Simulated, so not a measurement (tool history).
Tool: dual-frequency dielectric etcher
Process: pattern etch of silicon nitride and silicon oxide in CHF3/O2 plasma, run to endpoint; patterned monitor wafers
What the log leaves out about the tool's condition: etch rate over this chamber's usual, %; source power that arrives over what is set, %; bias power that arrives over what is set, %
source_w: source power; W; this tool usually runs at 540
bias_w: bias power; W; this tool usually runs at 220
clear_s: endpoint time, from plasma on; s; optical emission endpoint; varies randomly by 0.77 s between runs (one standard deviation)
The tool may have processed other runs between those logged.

run,day,source_w,bias_w,wafers since the last listed run,hours since the last wet clean,hours since the last source power generator calibration,hours since the last bias power generator calibration,hours since the last upper electrode change,"incoming incoming film thickness, nm",clear_s
1,0.000,540,220,0,294.3,2429.5,1780.5,3506.7,187.5,122.8
2,1.767,540,220,418,336.7,2471.9,1822.9,3549.1,187.3,120.2
3,3.983,540,220,524,389.9,2525.1,1876.1,3602.3,187.1,121.3
# day 8.462: bias power generator calibrated
4,12.958,540,220,2084,605.3,2740.5,107.9,3817.7,187.7,120.5
# day 15.142: wet clean of the chamber
5,15.162,540,220,284,0.5,2793.4,160.8,3870.6,189.7,123.6
6,19.121,540,220,936,95.5,2888.4,255.8,3965.6,188.4,123.3
7,20.638,540,220,358,131.9,2924.8,292.2,4002.0,188.1,121.3
8,23.229,540,248,613,194.1,2987.0,354.4,4064.2,187.4,114.7
9,26.508,540,248,775,272.8,3065.7,433.1,4142.9,189.8,117.0
10,30.262,600,220,888,362.9,3155.8,523.2,4233.0,187.8,116.9
# day 30.783: source power generator calibrated
11,33.800,600,220,797,447.8,72.4,608.1,4317.9,187.8,117.3
12,35.446,540,220,389,487.3,111.9,647.6,4357.4,188.4,120.2
13,37.288,540,220,435,531.5,156.1,691.8,4401.6,187.9,121.2
14,41.054,540,190,891,621.9,246.5,782.2,4492.0,186.2,127.9
# day 44.550: wet clean of the chamber
15,44.675,540,220,620,3.0,333.4,869.1,4578.9,188.3,122.3
16,46.567,630,220,447,48.4,378.8,914.5,4624.3,188.6,117.1
17,50.500,540,220,930,142.8,473.2,1008.9,4718.7,187.8,120.6
18,52.904,600,195,568,200.5,530.9,1066.6,4776.4,187.5,123.0
# day 54.767: upper electrode replaced
19,56.142,410,253,529,278.2,608.6,1144.3,33.0,185.0,122.5
20,59.454,680,220,783,357.7,688.1,1223.8,112.5,186.7,111.4
21,62.996,620,168,838,442.7,773.1,1308.8,197.5,186.3,130.6
22,67.000,450,199,947,538.8,869.2,1404.9,293.6,186.8,133.3
23,68.688,640,177,399,579.3,909.7,1445.4,334.1,186.5,124.8
24,72.675,540,220,943,675.0,1005.4,1541.1,429.8,189.7,124.0
# day 75.400: wet clean of the chamber
25,76.175,630,220,591,18.6,1089.4,1625.1,513.8,186.1,115.3
# day 77.500: bias power generator calibrated
26,79.383,400,171,719,95.6,1166.4,45.2,590.8,188.4,146.8
27,90.917,540,191,2729,372.4,1443.2,322.0,867.6,187.2,127.9
28,92.700,630,190,422,415.2,1486.0,364.8,910.4,189.2,123.4
29,95.446,540,265,649,481.1,1551.9,430.7,976.3,187.4,112.5
30,99.388,540,168,932,575.7,1646.5,525.3,1070.9,188.4,137.0
# day 103.054: wet clean of the chamber
31,103.075,410,173,635,0.5,1735.0,613.8,1159.4,187.8,145.0
32,105.983,540,220,688,70.3,1804.8,683.6,1229.2,189.6,122.6
33,107.650,540,271,394,110.3,1844.8,723.6,1269.2,188.2,111.0
34,110.138,580,268,588,170.0,1904.5,783.3,1328.9,187.7,109.2
35,112.008,660,220,442,214.9,1949.4,828.2,1373.8,187.1,114.0
36,114.921,610,186,689,284.8,2019.3,898.1,1443.7,185.5,125.1

Across each entry between runs, compare the hidden state at the last listed run before it with the hidden state at the first listed run after it:
In the gap between runs 3 and 4: bias power generator calibrated (day 8.462)
  both runs share identical hidden conditions
In the gap between runs 4 and 5: wet clean of the chamber (day 15.142)
  both runs share identical hidden conditions
In the gap between runs 10 and 11: source power generator calibrated (day 30.783)
  both runs share identical hidden conditions
In the gap between runs 14 and 15: wet clean of the chamber (day 44.550)
  both runs share identical hidden conditions
In the gap between runs 18 and 19: upper electrode replaced (day 54.767)
  both runs share identical hidden conditions
In the gap between runs 24 and 25: wet clean of the chamber (day 75.400)
  both runs share identical hidden conditions
In the gap between runs 25 and 26: bias power generator calibrated (day 77.500)
  both runs share identical hidden conditions
In the gap between runs 30 and 31: wet clean of the chamber (day 103.054)
  both runs share identical hidden conditions

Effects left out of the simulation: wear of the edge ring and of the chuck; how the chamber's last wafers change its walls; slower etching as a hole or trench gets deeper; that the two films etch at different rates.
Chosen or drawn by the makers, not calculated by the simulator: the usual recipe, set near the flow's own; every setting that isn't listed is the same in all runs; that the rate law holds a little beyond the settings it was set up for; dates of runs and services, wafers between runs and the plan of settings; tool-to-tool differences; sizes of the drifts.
